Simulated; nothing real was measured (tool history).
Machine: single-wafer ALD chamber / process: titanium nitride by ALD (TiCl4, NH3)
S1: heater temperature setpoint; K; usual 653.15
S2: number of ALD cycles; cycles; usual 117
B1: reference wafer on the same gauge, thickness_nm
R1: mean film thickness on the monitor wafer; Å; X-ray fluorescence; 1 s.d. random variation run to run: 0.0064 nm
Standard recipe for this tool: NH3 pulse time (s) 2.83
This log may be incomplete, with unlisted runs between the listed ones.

{"run": 1, "hour": 0.0, "S1": 653.15, "S2": 117, "NH3 pulse time (s)": 2.83, "B1": 2.382, "R1": 25.76}
{"run": 2, "hour": 13.6, "S1": 653.15, "S2": 117, "NH3 pulse time (s)": 2.83, "B1": 2.385, "R1": 25.9}
{"run": 3, "hour": 67.5, "S1": 653.15, "S2": 117, "NH3 pulse time (s)": 2.83, "B1": 2.391, "R1": 25.96}
{"run": 4, "hour": 84.1, "S1": 653.15, "S2": 102, "NH3 pulse time (s)": 2.83, "B1": 2.391, "R1": 22.57}
{"run": 5, "hour": 94.5, "S1": 653.15, "S2": 102, "NH3 pulse time (s)": 2.83, "B1": 2.393, "R1": 22.66}
{"run": 6, "hour": 102.2, "S1": 653.15, "S2": 102, "NH3 pulse time (s)": 2.83, "B1": 2.394, "R1": 22.67}
{"run": 7, "hour": 115.0, "S1": 653.15, "S2": 117, "NH3 pulse time (s)": 2.83, "B1": 2.395, "R1": 26.1}
{"run": 8, "hour": 127.5, "S1": 653.15, "S2": 117, "NH3 pulse time (s)": 2.83, "B1": 2.395, "R1": 25.92}
{"run": 9, "hour": 140.3, "S1": 653.15, "S2": 117, "NH3 pulse time (s)": 2.83, "B1": 2.396, "R1": 26.02}
{"run": 10, "hour": 147.1, "S1": 653.15, "S2": 117, "NH3 pulse time (s)": 2.83, "B1": 2.397, "R1": 25.98}
{"run": 11, "hour": 157.4, "S1": 658.15, "S2": 133, "NH3 pulse time (s)": 2.83, "B1": 2.398, "R1": 29.6}
{"run": 12, "hour": 172.7, "S1": 658.15, "S2": 133, "NH3 pulse time (s)": 2.83, "B1": 2.397, "R1": 29.59}
{"run": 13, "hour": 180.5, "S1": 653.15, "S2": 117, "NH3 pulse time (s)": 2.83, "B1": 2.398, "R1": 25.97}
{"run": 14, "hour": 189.6, "S1": 653.15, "S2": 117, "NH3 pulse time (s)": 2.83, "B1": 2.397, "R1": 25.91}
{"run": 15, "hour": 209.8, "S1": 653.15, "S2": 117, "NH3 pulse time (s)": 2.35, "B1": 2.398, "R1": 25.78}
{"run": 16, "hour": 222.9, "S1": 653.15, "S2": 137, "NH3 pulse time (s)": 2.83, "B1": 2.398, "R1": 30.45}
{"run": 17, "hour": 234.5, "S1": 665.15, "S2": 117, "NH3 pulse time (s)": 2.83, "B1": 2.398, "R1": 26.23}
{"run": 18, "hour": 240.6, "S1": 667.15, "S2": 117, "NH3 pulse time (s)": 2.83, "B1": 2.372, "R1": 26.04}
{"run": 19, "hour": 255.4, "S1": 653.15, "S2": 99, "NH3 pulse time (s)": 2.14, "B1": 2.376, "R1": 21.41}
{"run": 20, "hour": 261.9, "S1": 667.15, "S2": 124, "NH3 pulse time (s)": 3.93, "B1": 2.377, "R1": 27.9}
{"run": 21, "hour": 275.3, "S1": 641.15, "S2": 117, "NH3 pulse time (s)": 1.89, "B1": 2.381, "R1": 24.62}
{"run": 22, "hour": 282.4, "S1": 666.15, "S2": 109, "NH3 pulse time (s)": 2.83, "B1": 2.381, "R1": 24.23}
{"run": 23, "hour": 291.2, "S1": 653.15, "S2": 128, "NH3 pulse time (s)": 1.85, "B1": 2.383, "R1": 27.54}
{"run": 24, "hour": 301.0, "S1": 667.15, "S2": 107, "NH3 pulse time (s)": 2.35, "B1": 2.385, "R1": 23.62}
{"run": 25, "hour": 314.5, "S1": 653.15, "S2": 117, "NH3 pulse time (s)": 2.83, "B1": 2.388, "R1": 25.85}
{"run": 26, "hour": 324.4, "S1": 648.15, "S2": 128, "NH3 pulse time (s)": 3.35, "B1": 2.389, "R1": 28.39}
{"run": 27, "hour": 337.4, "S1": 653.15, "S2": 137, "NH3 pulse time (s)": 2.83, "B1": 2.388, "R1": 30.18}
{"run": 28, "hour": 346.3, "S1": 653.15, "S2": 117, "NH3 pulse time (s)": 2.83, "B1": 2.391, "R1": 25.93}
{"run": 29, "hour": 353.6, "S1": 653.15, "S2": 136, "NH3 pulse time (s)": 2.83, "B1": 2.392, "R1": 30.2}
{"run": 30, "hour": 367.9, "S1": 648.15, "S2": 101, "NH3 pulse time (s)": 2.44, "B1": 2.393, "R1": 22.18}

The log once held 3 entries between its listed runs, left out of this copy. Where does each go, and what is different about the tool's unlogged condition between the listed run before it and the listed run after it?
Between runs 14 and 15: thermocouple changed; heater temperature recalibrated (hour 201.6); showerhead replaced (hour 209.3)
  gauge reads high (%): 1.16 -> 1.17
  measured result minus the result with no hidden state, R1: +0.30 -> +0.29 Å
Between runs 17 and 18: gauge calibrated (hour 236.3)
  gauge reads high (%): 1.19 -> 0.0541
  measured result minus the result with no hidden state, R1: +0.31 -> +0.02 Å

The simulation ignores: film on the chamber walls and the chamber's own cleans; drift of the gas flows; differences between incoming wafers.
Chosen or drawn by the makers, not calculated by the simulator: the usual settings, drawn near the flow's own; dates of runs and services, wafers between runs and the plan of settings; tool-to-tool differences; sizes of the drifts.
